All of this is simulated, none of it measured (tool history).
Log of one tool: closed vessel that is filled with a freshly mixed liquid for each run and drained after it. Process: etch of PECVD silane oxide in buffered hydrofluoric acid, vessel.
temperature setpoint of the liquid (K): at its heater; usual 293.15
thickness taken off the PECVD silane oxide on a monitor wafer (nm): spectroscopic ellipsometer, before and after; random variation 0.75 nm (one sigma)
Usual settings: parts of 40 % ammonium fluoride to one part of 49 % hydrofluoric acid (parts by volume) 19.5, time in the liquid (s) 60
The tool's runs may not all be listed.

run	hour	temperature setpoint of the liquid (K)	parts of 40 % ammonium fluoride to one part of 49 % hydrofluoric acid (parts by volume)	time in the liquid (s)	read-back film thickness of the PECVD silane oxide reference wafer, read on the same gauge (nm)	thickness taken off the PECVD silane oxide on a monitor wafer (nm)
1	0	293.15	19.5	70	90.01	127.17
2	27.5	293.15	19.5	80	89.98	147.81
3	91.8	293.15	19.5	60	90.01	108.67
4	124.3	293.15	19.5	60	89.99	111.35
5	173.1	293.15	19.5	60	89.99	111.75
6	211.3	293.15	19.5	60	90	111.41
# hour 238.9: hydrofluoric acid flow meter replaced
# hour 242.4: gauge calibrated
7	256.7	293.15	19.5	60	90.02	107.62
8	306.9	293.15	19.5	60	89.99	107.75
9	368.9	293.15	19.5	60	90.01	108.98
10	395.9	296.65	13.5	35	90.02	110.35
11	465.7	290.65	26	50	89.99	64.28
12	524.8	293.15	19.5	60	89.99	109.51
13	594	293.15	12	40	89.97	118.61
# hour 633.2: thermometer replaced
14	660.1	293.15	19.5	60	90.03	99.84
15	705.8	293.15	19.5	60	89.97	100.11
16	736.7	293.15	19.5	60	89.96	100.99
17	802.6	295.15	21.5	60	90.01	104.42
18	916.8	291.15	24	70	90.01	90.59
19	952.3	293.15	23.5	45	90	67.31
20	983	297.15	13.5	95	89.96	289.46
21	1031.5	290.15	15.5	90	90	163.83
22	1064.5	293.15	19.5	45	90.01	77.19
23	1192.7	290.65	19.5	75	90.02	113.55
24	1227.9	290.15	19.5	60	90	88.28
25	1280.3	293.15	16.5	60	90	123.53
26	1320.8	298.15	23.5	80	89.99	159.31
# hour 1343.2: hydrofluoric acid flow meter replaced
27	1390.7	290.15	22	30	90.02	39.22
28	1443.9	291.15	19.5	60	89.97	92.09
29	1479.6	293.15	19.5	60	90.01	101.72
30	1513.4	296.65	22.5	80	90.03	148.95
31	1579.4	293.15	19.5	60	89.98	103.47
32	1612.3	293.15	19.5	60	89.99	102.61

Forecast each of these 4 alternatives for the next run:
A	1613	296.15	19.5	60	?	?
B	1613	296.15	26.5	80	?	?
C	1613	294.65	19.5	40	?	?
D	1613	293.15	17	50	?	?

run	read-back film thickness of the PECVD silane oxide reference wafer, read on the same gauge (nm)	thickness taken off the PECVD silane oxide on a monitor wafer (nm)
A	90.01	122.8
B	90.01	130.88
C	90.01	75.39
D	90.01	99.27
Without the tool's hidden state the same runs would have given:
run	thickness taken off the PECVD silane oxide on a monitor wafer (nm)
A	114.6
B	122.76
C	70.31
D	92.55
